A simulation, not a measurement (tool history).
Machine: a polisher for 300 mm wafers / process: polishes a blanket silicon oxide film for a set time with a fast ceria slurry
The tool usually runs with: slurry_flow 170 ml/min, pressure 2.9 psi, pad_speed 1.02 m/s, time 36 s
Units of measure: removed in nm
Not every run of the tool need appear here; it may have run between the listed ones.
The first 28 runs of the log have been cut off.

run,hour,slurry_flow,pressure,pad_speed,time,"incoming thickness of the incoming film, nm",removed
29,2061.9,170,2.2,1.22,36,1665.3,694.8
30,2163,170,2.9,1.02,36,1659.5,736.8
# hour 2193.1: worn pad replaced by a new one
31,2205.2,205,2.9,1.32,46,1668.8,1251.7
32,2258.4,135,2.9,1.02,36,1656.7,725.9
33,2360.1,170,2.9,1.02,36,1643,763.7
# hour 2412.1: slurry nozzle cleaned
34,2435.7,170,1.9,1.16,36,1630.4,617.6
35,2480.9,170,2.1,1.02,36,1671.6,602.7
36,2567.7,170,2.9,1.02,31,1680,660
37,2665.7,170,2.9,1.02,36,1674,776.6

4 options for the next run, each taken on its own from the tool as it stands now. Forecast them:
A,2666.1,170,2.9,1.02,36,1682.5,?
B,2666.1,130,2.9,1.02,36,1682.5,?
C,2666.1,135,2.3,1.22,48,1682.5,?
D,2666.1,130,3.6,0.88,30,1682.5,?

run,removed
A,788.5
B,756
C,993.6
D,659.9
Take away the tool's hidden state, keep each run's random variation, and the runs would have read:
run,removed
A,732.8
B,702.6
C,923.4
D,613.3

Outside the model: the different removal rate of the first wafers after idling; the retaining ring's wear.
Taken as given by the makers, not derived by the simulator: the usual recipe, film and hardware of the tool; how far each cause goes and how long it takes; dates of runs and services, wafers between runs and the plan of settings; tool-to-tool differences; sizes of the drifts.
